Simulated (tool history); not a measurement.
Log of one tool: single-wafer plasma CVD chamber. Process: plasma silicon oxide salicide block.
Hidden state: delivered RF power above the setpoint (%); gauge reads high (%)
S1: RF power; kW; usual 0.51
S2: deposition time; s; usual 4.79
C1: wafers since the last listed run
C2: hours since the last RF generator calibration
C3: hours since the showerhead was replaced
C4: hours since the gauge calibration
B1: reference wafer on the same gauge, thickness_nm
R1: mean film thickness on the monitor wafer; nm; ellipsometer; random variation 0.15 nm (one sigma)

| run | hour | S1 | S2 | C1 | C2 | C3 | C4 | B1 | R1 |
|---|---|---|---|---|---|---|---|---|---|
| 1 | 0 | 0.51 | 4.3 | 0 | 1550.3 | 4250.8 | 970.2 | 54.901 | 40.953 |
| 2 | 56.9 | 0.51 | 4.3 | 975 | 1607.2 | 4307.7 | 1027.1 | 54.911 | 40.802 |
| 3 | 90.5 | 0.51 | 4.79 | 576 | 1640.8 | 4341.3 | 1060.7 | 54.863 | 45.39 |
| 4 | 127.6 | 0.51 | 4.79 | 636 | 1677.9 | 4378.4 | 1097.8 | 54.868 | 45.435 |
| 5 | 164.5 | 0.51 | 4.79 | 632 | 1714.8 | 4415.3 | 1134.7 | 54.913 | 45.372 |
| 6 | 235.2 | 0.51 | 4.79 | 1212 | 1785.5 | 4486 | 1205.4 | 54.943 | 45.618 |
| 7 | 299.2 | 0.47 | 4.79 | 1097 | 1849.5 | 4550 | 1269.4 | 54.907 | 44.323 |
| 8 | 344.5 | 0.47 | 4.79 | 776 | 1894.8 | 4595.3 | 1314.7 | 54.876 | 44.541 |
| 9 | 410.9 | 0.51 | 4.79 | 1138 | 1961.2 | 4661.7 | 1381.1 | 54.92 | 45.389 |
| 10 | 452.1 | 0.51 | 4.79 | 706 | 2002.4 | 4702.9 | 1422.3 | 54.902 | 45.217 |
| 11 | 516.9 | 0.51 | 4.79 | 1110 | 2067.2 | 4767.7 | 1487.1 | 54.888 | 45.091 |
| 12 | 569.1 | 0.51 | 4.79 | 894 | 2119.4 | 4819.9 | 1539.3 | 54.903 | 45.222 |
| 13 | 602.6 | 0.45 | 5.32 | 574 | 2152.9 | 4853.4 | 1572.8 | 54.9 | 49.099 |
| 14 | 713.4 | 0.45 | 5.32 | 1899 | 2263.7 | 4964.2 | 1683.6 | 54.888 | 48.946 |
| 15 | 737.7 | 0.45 | 5.32 | 416 | 2288 | 4988.5 | 1707.9 | 54.877 | 48.647 |
|  | 739.5 | gauge calibrated |
|  | 778.9 | RF generator calibrated |
| 16 | 901.5 | 0.51 | 4.79 | 2671 | 122.6 | 5152.3 | 162 | 54.899 | 45.808 |
| 17 | 931.8 | 0.51 | 4.79 | 519 | 152.9 | 5182.6 | 192.3 | 54.925 | 46.191 |
| 18 | 966.7 | 0.44 | 4.79 | 598 | 187.8 | 5217.5 | 227.2 | 54.927 | 44.511 |
| 19 | 1000.6 | 0.455 | 4.07 | 581 | 221.7 | 5251.4 | 261.1 | 54.861 | 38.187 |
| 20 | 1115.3 | 0.55 | 4.4 | 1966 | 336.4 | 5366.1 | 375.8 | 54.858 | 42.985 |
| 21 | 1186.3 | 0.51 | 4.79 | 1217 | 407.4 | 5437.1 | 446.8 | 54.871 | 45.976 |
| 22 | 1243.5 | 0.54 | 4.79 | 980 | 464.6 | 5494.3 | 504 | 54.883 | 46.371 |
| 23 | 1299.5 | 0.535 | 3.92 | 960 | 520.6 | 5550.3 | 560 | 54.897 | 38.041 |
| 24 | 1332.6 | 0.54 | 5.45 | 567 | 553.7 | 5583.4 | 593.1 | 54.874 | 52.664 |
| 25 | 1398.9 | 0.51 | 4.79 | 1136 | 620 | 5649.7 | 659.4 | 54.913 | 45.65 |
| 26 | 1445.2 | 0.585 | 4.04 | 793 | 666.3 | 5696 | 705.7 | 54.9 | 40.02 |
|  | 1495.8 | showerhead replaced |
| 27 | 1496.3 | 0.475 | 4.79 | 738 | 717.4 | 0.5 | 756.8 | 54.893 | 44.941 |
| 28 | 1557.1 | 0.51 | 5.68 | 1042 | 778.2 | 61.3 | 817.6 | 54.883 | 54.385 |
| 29 | 1592.8 | 0.55 | 4.4 | 612 | 813.9 | 97 | 853.3 | 54.947 | 42.76 |
| 30 | 1617.2 | 0.58 | 4.02 | 418 | 838.3 | 121.4 | 877.7 | 54.891 | 39.428 |
| 31 | 1668.4 | 0.435 | 4.79 | 877 | 889.5 | 172.6 | 928.9 | 54.913 | 44.037 |
| 32 | 1740.1 | 0.51 | 3.98 | 1229 | 961.2 | 244.3 | 1000.6 | 54.896 | 37.825 |
| 33 | 1776.7 | 0.42 | 4.48 | 627 | 997.8 | 280.9 | 1037.2 | 54.957 | 40.907 |
| 34 | 1844 | 0.51 | 4.79 | 1153 | 1065.1 | 348.2 | 1104.5 | 54.914 | 45.461 |
| 35 | 1899.8 | 0.51 | 4.79 | 956 | 1120.9 | 404 | 1160.3 | 54.906 | 45.596 |
| 36 | 1968.9 | 0.545 | 5.04 | 1184 | 1190 | 473.1 | 1229.4 | 54.88 | 48.853 |

Forecast each of these 5 alternatives for the next run:
| A | 1969.3 | 0.61 | 4.79 | 6 | 1190.4 | 473.5 | 1229.8 | ? | ? |
| B | 1969.3 | 0.45 | 5.19 | 6 | 1190.4 | 473.5 | 1229.8 | ? | ? |
| C | 1969.3 | 0.555 | 4.79 | 6 | 1190.4 | 473.5 | 1229.8 | ? | ? |
| D | 1969.3 | 0.425 | 3.88 | 6 | 1190.4 | 473.5 | 1229.8 | ? | ? |
| E | 1969.3 | 0.59 | 4.79 | 6 | 1190.4 | 473.5 | 1229.8 | ? | ? |

| run | B1 | R1 |
|---|---|---|
| A | 54.88 | 47.632 |
| B | 54.88 | 48.065 |
| C | 54.88 | 46.567 |
| D | 54.88 | 35.475 |
| E | 54.88 | 47.251 |
Without the tool's hidden state the same runs would have given:
| run | R1 |
|---|---|
| A | 48.186 |
| B | 48.623 |
| C | 47.109 |
| D | 35.887 |
| E | 47.801 |

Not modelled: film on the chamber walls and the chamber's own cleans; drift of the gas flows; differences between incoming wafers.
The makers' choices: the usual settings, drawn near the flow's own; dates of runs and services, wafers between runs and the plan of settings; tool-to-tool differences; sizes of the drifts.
